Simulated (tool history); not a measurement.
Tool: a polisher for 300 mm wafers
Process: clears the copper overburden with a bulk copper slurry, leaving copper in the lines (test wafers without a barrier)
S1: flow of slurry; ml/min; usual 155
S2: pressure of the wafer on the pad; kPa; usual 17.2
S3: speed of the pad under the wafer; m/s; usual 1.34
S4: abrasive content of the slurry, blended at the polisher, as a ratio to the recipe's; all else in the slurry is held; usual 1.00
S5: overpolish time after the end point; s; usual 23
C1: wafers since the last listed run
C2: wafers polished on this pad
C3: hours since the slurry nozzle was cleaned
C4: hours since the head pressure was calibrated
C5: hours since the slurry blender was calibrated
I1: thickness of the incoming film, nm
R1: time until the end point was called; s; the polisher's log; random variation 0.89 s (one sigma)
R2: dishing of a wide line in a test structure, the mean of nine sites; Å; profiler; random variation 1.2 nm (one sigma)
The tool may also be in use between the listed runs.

run	hour	S1	S2	S3	S4	S5	C1	C2	C3	C4	C5	I1	R1	R2
1	0.0	155	17.2	1.34	0.90	23	0	2229	31.1	310.0	49.5	781.5	70.2	1023
2	58.7	155	17.2	1.34	1.00	23	697	2927	89.8	368.7	108.2	772.4	69.5	1019
3	113.8	155	17.2	1.34	1.00	23	655	3582	144.9	423.8	163.3	756.5	67.4	1010
4	179.4	155	17.2	1.34	1.00	23	779	4362	210.5	489.4	228.9	779.1	73.6	1001
# hour 197.1: worn pad replaced by a new one
5	232.7	155	17.2	1.34	1.00	23	586	423	263.8	542.7	282.2	770.9	72.3	972
# hour 263.8: head pressure recalibrated
# hour 283.7: slurry blender recalibrated
6	284.2	155	17.2	1.34	1.00	23	564	988	315.3	20.4	0.5	766.1	66.0	1046
7	335.0	155	17.2	1.34	1.00	23	603	1592	366.1	71.2	51.3	778.3	65.8	1060
8	377.7	155	20.7	1.34	1.00	23	507	2099	408.8	113.9	94.0	765.0	57.7	1155
9	409.2	155	20.7	1.34	1.00	23	374	2474	440.3	145.4	125.5	774.6	57.0	1122
10	433.9	155	20.7	1.34	1.00	23	293	2767	465.0	170.1	150.2	768.8	57.4	1142
11	487.2	135	17.2	1.34	1.00	23	633	3401	518.3	223.4	203.5	769.7	68.4	1052
# hour 500.5: worn pad replaced by a new one
12	520.3	155	11.7	1.56	1.00	13	345	234	551.4	256.5	236.6	758.9	78.8	693
13	557.7	155	17.2	1.34	1.00	23	444	679	588.8	293.9	274.0	776.1	67.5	1032
14	591.7	170	20.7	1.34	1.00	14	404	1083	622.8	327.9	308.0	773.5	58.8	920
15	647.7	155	17.2	1.34	1.00	23	665	1749	678.8	383.9	364.0	770.8	70.3	1015
# hour 682.9: slurry blender recalibrated
# hour 684.6: slurry nozzle cleaned
16	719.0	155	17.2	1.14	0.85	28	811	2561	34.4	455.2	36.1	753.9	82.5	1015
17	768.2	200	17.2	1.72	1.30	23	584	3146	83.6	504.4	85.3	771.0	52.8	1110
# hour 795.2: head pressure recalibrated
# hour 820.2: worn pad replaced by a new one
18	838.2	180	21.4	1.34	1.00	23	760	213	153.6	43.0	155.3	778.5	55.7	1148
19	889.6	115	17.2	1.34	1.25	27	611	824	205.0	94.4	206.7	763.1	66.3	1092
20	917.8	155	17.2	1.34	0.75	30	335	1160	233.2	122.6	234.9	767.7	69.3	1105
21	989.0	155	17.2	1.34	0.90	28	846	2006	304.4	193.8	306.1	769.6	69.5	1102
22	1040.4	115	20.7	0.96	1.00	35	611	2617	355.8	245.2	357.5	764.9	82.6	1152
# hour 1054.1: slurry blender recalibrated
23	1085.5	155	20.7	1.34	1.00	23	512	3130	400.9	290.3	31.4	786.8	58.6	1112
# hour 1138.7: worn pad replaced by a new one
24	1156.2	155	11.7	1.34	1.00	18	792	208	471.6	361.0	102.1	771.6	94.1	748
25	1202.2	155	20.7	1.34	1.00	23	546	755	517.6	407.0	148.1	782.1	60.5	1099
26	1260.2	115	12.4	1.34	1.15	28	689	1444	575.6	465.0	206.1	776.6	95.3	931
27	1309.3	125	17.2	1.34	1.00	9	583	2028	624.7	514.1	255.2	768.1	73.6	579
28	1336.8	200	17.2	1.54	1.10	23	326	2355	652.2	541.6	282.7	776.9	60.7	1052
29	1371.0	155	17.2	1.34	1.00	23	406	2761	686.4	575.8	316.9	779.6	76.1	993

The same runs without the tool's hidden state, with the same run-to-run variation:
The hidden state here: removal rate lost through wear of the pad, %; slurry flow missing at the pad, %; deviation of the head's pressure from its setpoint, %; abrasive missing from the slurry, %.
run	R1	R2
1	68.2	1040
2	66.7	1044
3	63.8	1043
4	68.3	1045
5	65.9	1026
6	66.3	1044
7	65.9	1059
8	57.7	1155
9	56.9	1124
10	57.1	1145
11	67.6	1059
12	77.5	702
13	65.9	1046
14	57.1	938
15	67.4	1040
16	77.6	1051
17	48.9	1153
18	55.3	1152
19	65.6	1097
20	68.5	1111
21	68.2	1113
22	80.5	1167
23	56.6	1131
24	89.7	774
25	57.1	1134
26	88.3	974
27	67.1	623
28	54.9	1110
29	67.8	1061
